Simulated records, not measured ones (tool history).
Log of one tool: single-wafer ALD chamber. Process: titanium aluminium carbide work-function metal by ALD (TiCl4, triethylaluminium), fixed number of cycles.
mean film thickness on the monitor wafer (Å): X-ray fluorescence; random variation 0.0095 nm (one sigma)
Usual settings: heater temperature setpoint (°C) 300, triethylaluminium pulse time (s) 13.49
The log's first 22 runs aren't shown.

| run | hour | heater temperature setpoint (°C) | triethylaluminium pulse time (s) | read-back reference wafer on the same gauge, thickness_nm | mean film thickness on the monitor wafer (Å) |
|---|---|---|---|---|---|
| 23 | 1813.2 | 292 | 13.49 | 2.338 | 20.12 |
| 24 | 2079.6 | 305 | 18.72 | 2.340 | 21.12 |
|  | 2115.1 | triethylaluminium bottle replaced |
|  | 2158.2 | gauge calibrated |
| 25 | 2172.4 | 300 | 13.49 | 2.341 | 20.64 |
| 26 | 2276.5 | 300 | 15.46 | 2.336 | 20.65 |
| 27 | 2354.5 | 314 | 10.05 | 2.339 | 20.99 |
| 28 | 2419.4 | 313 | 17.39 | 2.340 | 21.49 |
| 29 | 2465.8 | 300 | 13.49 | 2.341 | 20.25 |
| 30 | 2536.0 | 300 | 13.49 | 2.339 | 20.29 |
| 31 | 2622.4 | 289 | 10.08 | 2.339 | 19.19 |
| 32 | 2661.9 | 309 | 15.14 | 2.341 | 21.41 |
| 33 | 2769.3 | 312 | 13.49 | 2.339 | 21.33 |
| 34 | 2805.5 | 300 | 13.49 | 2.337 | 20.41 |

3 ways to go on from here, each from the tool as it stands after run 34. What would each give?
| A | 2805.9 | 300 | 11.98 | ? | ? |
| B | 2805.9 | 306 | 15.29 | ? | ? |
| C | 2805.9 | 309 | 13.49 | ? | ? |

| run | read-back reference wafer on the same gauge, thickness_nm | mean film thickness on the monitor wafer (Å) |
|---|---|---|
| A | 2.338 | 20.19 |
| B | 2.338 | 20.89 |
| C | 2.338 | 21.03 |
Without the tool's hidden state the same runs would have given:
| run | mean film thickness on the monitor wafer (Å) |
|---|---|
| A | 20.59 |
| B | 21.30 |
| C | 21.44 |

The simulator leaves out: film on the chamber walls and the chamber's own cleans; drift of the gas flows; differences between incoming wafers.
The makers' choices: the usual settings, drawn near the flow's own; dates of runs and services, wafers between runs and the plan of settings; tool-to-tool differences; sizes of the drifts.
